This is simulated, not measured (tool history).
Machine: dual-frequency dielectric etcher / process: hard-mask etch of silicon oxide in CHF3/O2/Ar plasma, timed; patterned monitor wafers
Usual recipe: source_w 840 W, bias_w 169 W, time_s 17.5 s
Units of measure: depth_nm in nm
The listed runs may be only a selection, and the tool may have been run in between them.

run,day,source_w,bias_w,time_s,"read-back reference wafer on the same gauge, depth_nm",depth_nm
1,0.000,840,169,17.5,38.39,39.62
2,2.929,840,169,17.5,38.40,39.68
3,5.988,840,169,17.5,38.41,39.53
4,8.212,840,144,17.5,38.39,37.42
5,11.592,840,144,17.5,38.40,37.53
6,13.421,840,144,17.5,38.40,37.41
7,16.371,840,169,17.5,38.41,39.96
8,17.954,840,169,17.5,38.41,39.87
9,21.250,840,169,17.5,38.40,40.07
# day 24.225: wet clean of the chamber
10,24.583,840,169,17.5,38.39,39.48
11,28.871,790,169,17.5,38.39,38.86
12,35.246,840,169,17.5,38.39,39.77
# day 37.367: gauge calibrated
13,38.362,840,169,17.5,38.41,39.82
14,40.008,840,169,17.5,38.40,39.86
# day 42.488: source power generator calibrated
15,43.558,840,144,17.5,38.41,37.52
16,45.812,980,154,20.0,38.40,46.31
17,49.846,840,195,21.5,38.39,51.90
# day 52.479: wet clean of the chamber
# day 52.500: upper electrode replaced
18,52.521,840,169,19.0,38.42,42.75
19,55.608,760,169,19.0,38.39,41.70
# day 57.625: bias power generator calibrated
20,58.571,980,169,17.5,38.40,40.62
21,60.600,680,169,17.5,38.39,36.61
22,62.108,1050,200,17.5,38.38,44.65
23,64.608,660,136,13.5,38.40,25.77
24,67.912,680,145,16.0,38.39,31.66
25,71.625,700,151,15.0,38.40,30.51
26,75.300,770,169,12.5,38.39,27.45
# day 78.850: wet clean of the chamber
27,78.871,840,169,17.5,38.40,38.98
28,81.554,1040,185,17.5,38.40,43.23
29,84.900,840,169,17.5,38.42,39.11
30,86.446,840,169,17.5,38.42,39.15

Branching from run 30: 3 alternative next runs. What would each branch give?
A,86.462,840,169,21.5,?,?
B,86.462,770,169,17.5,?,?
C,86.462,920,148,12.5,?,?

run,"read-back reference wafer on the same gauge, depth_nm",depth_nm
A,38.39,48.18
B,38.39,38.20
C,38.39,27.40
Without the tool's hidden state the same runs would have given:
run,depth_nm
A,47.65
B,37.77
C,27.10
